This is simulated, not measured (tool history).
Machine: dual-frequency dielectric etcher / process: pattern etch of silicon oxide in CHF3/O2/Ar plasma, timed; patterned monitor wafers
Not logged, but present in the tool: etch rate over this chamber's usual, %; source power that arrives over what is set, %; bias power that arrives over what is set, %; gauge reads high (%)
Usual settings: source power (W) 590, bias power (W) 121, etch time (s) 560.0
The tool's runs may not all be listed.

run    hour  source power (W)  bias power (W)  etch time (s)  wafers since the last listed run  hours since the last wet clean  hours since the last source power generator calibration  hours since the last bias power generator calibration  hours since the last upper electrode change  hours since the gauge calibration  read-back reference wafer on the same gauge, depth_nm  mean etch depth across the wafer (nm)
  1     0.0               590             121          560.0                                 0                           541.4                                                   3795.5                                                 2183.7                                       2376.9                              503.0                                                 1030.5                                  985.8
  2    61.1               590             121          560.0                               254                           602.5                                                   3856.6                                                 2244.8                                       2438.0                              564.1                                                 1028.8                                  978.7
      144.3  -- wet clean of the chamber
  3   162.5               590             121          560.0                               322                            18.2                                                   3958.0                                                 2346.2                                       2539.4                              665.5                                                 1030.6                                  985.9
  4   248.4               590             121          560.0                               358                           104.1                                                   4043.9                                                 2432.1                                       2625.3                              751.4                                                 1029.8                                  978.3
  5   310.8               590             121          560.0                               260                           166.5                                                   4106.3                                                 2494.5                                       2687.7                              813.8                                                 1029.4                                  978.0
  6   354.9               590             121          560.0                               183                           210.6                                                   4150.4                                                 2538.6                                       2731.8                              857.9                                                 1030.5                                  976.8
  7   421.6               590             121          560.0                               278                           277.3                                                   4217.1                                                 2605.3                                       2798.5                              924.6                                                 1032.0                                  984.0
  8   480.7               590             121          560.0                               246                           336.4                                                   4276.2                                                 2664.4                                       2857.6                              983.7                                                 1028.8                                  979.6
      534.8  -- source power generator calibrated
  9   546.7               590             121          560.0                               258                           402.4                                                     11.9                                                 2730.4                                       2923.6                             1049.7                                                 1030.3                                 1018.4
 10   652.4               590             121          560.0                               440                           508.1                                                    117.6                                                 2836.1                                       3029.3                             1155.4                                                 1029.6                                 1017.0
 11   692.9               590             144          560.0                               168                           548.6                                                    158.1                                                 2876.6                                       3069.8                             1195.9                                                 1031.0                                 1099.8
      764.9  -- wet clean of the chamber
 12   776.2               590             121          418.5                               247                            11.3                                                    241.4                                                 2959.9                                       3153.1                             1279.2                                                 1028.8                                  749.9
 13   818.1               650             149          711.0                               174                            53.2                                                    283.3                                                 3001.8                                       3195.0                             1321.1                                                 1029.1                                 1477.6
 14   895.5               590             121          560.0                               322                           130.6                                                    360.7                                                 3079.2                                       3272.4                             1398.5                                                 1030.5                                 1004.4
 15   991.1               710             121          560.0                               398                           226.2                                                    456.3                                                 3174.8                                       3368.0                             1494.1                                                 1029.2                                 1113.5
     1078.6  -- upper electrode replaced
 16  1081.8               590             121          560.0                               278                           316.9                                                    547.0                                                 3265.5                                          3.2                             1584.8                                                 1030.8                                  993.7
 17  1140.8               490              97          560.0                               246                           375.9                                                    606.0                                                 3324.5                                         62.2                             1643.8                                                 1029.1                                  808.7
 18  1185.1               450             113          560.0                               184                           420.2                                                    650.3                                                 3368.8                                        106.5                             1688.1                                                 1029.5                                  823.9
 19  1275.7               640             121          560.0                               377                           510.8                                                    740.9                                                 3459.4                                        197.1                             1778.7                                                 1029.8                                 1045.9
     1319.3  -- wet clean of the chamber
     1335.0  -- gauge calibrated
 20  1375.9               590             121          638.0                               317                            56.6                                                    841.1                                                 3559.6                                        297.3                               40.9                                                 1029.3                                 1137.9
 21  1446.2               470              98          439.5                               293                           126.9                                                    911.4                                                 3629.9                                        367.6                              111.2                                                 1030.1                                  616.3
     1461.2  -- bias power generator calibrated
 22  1552.2               730             121          432.0                               425                           232.9                                                   1017.4                                                   91.0                                        473.6                              217.2                                                 1032.2                                  858.6
 23  1601.9               590              96          724.0                               207                           282.6                                                   1067.1                                                  140.7                                        523.3                              266.9                                                 1029.9                                 1149.9
 24  1709.8               520             104          707.0                               450                           390.5                                                   1175.0                                                  248.6                                        631.2                              374.8                                                 1032.2                                 1087.5
 25  1791.6               460              98          560.0                               341                           472.3                                                   1256.8                                                  330.4                                        713.0                              456.6                                                 1030.3                                  770.4
 26  1877.8               530             121          560.0                               359                           558.5                                                   1343.0                                                  416.6                                        799.2                              542.8                                                 1029.4                                  934.7
     1996.4  -- wet clean of the chamber
 27  1996.9               500              92          635.5                               396                             0.5                                                   1462.1                                                  535.7                                        918.3                              661.9                                                 1030.7                                  896.1
 28  2070.5               590             121          560.0                               307                            74.1                                                   1535.7                                                  609.3                                        991.9                              735.5                                                 1030.2                                  988.8
 29  2147.0               590             121          560.0                               319                           150.6                                                   1612.2                                                  685.8                                       1068.4                              812.0                                                 1028.8                                  990.8

Below are 4 alternative next runs, each starting from the tool's condition after run 29. Predict each:
  A  2147.6               590             121          560.0                                 2                           151.2                                                   1612.8                                                  686.4                                       1069.0                              812.6                                                      ?                                      ?
  B  2147.6               550             121          560.0                                 2                           151.2                                                   1612.8                                                  686.4                                       1069.0                              812.6                                                      ?                                      ?
  C  2147.6               630              97          513.5                                 2                           151.2                                                   1612.8                                                  686.4                                       1069.0                              812.6                                                      ?                                      ?
  D  2147.6               720             109          614.0                                 2                           151.2                                                   1612.8                                                  686.4                                       1069.0                              812.6                                                      ?                                      ?

run  read-back reference wafer on the same gauge, depth_nm  mean etch depth across the wafer (nm)
  A                                                 1028.5                                  984.4
  B                                                 1028.5                                  946.9
  C                                                 1028.5                                  840.1
  D                                                 1028.5                                 1141.4
Without the tool's hidden state the same runs would have given:
run  mean etch depth across the wafer (nm)
  A                                 1003.2
  B                                  965.0
  C                                  856.6
  D                                 1163.6

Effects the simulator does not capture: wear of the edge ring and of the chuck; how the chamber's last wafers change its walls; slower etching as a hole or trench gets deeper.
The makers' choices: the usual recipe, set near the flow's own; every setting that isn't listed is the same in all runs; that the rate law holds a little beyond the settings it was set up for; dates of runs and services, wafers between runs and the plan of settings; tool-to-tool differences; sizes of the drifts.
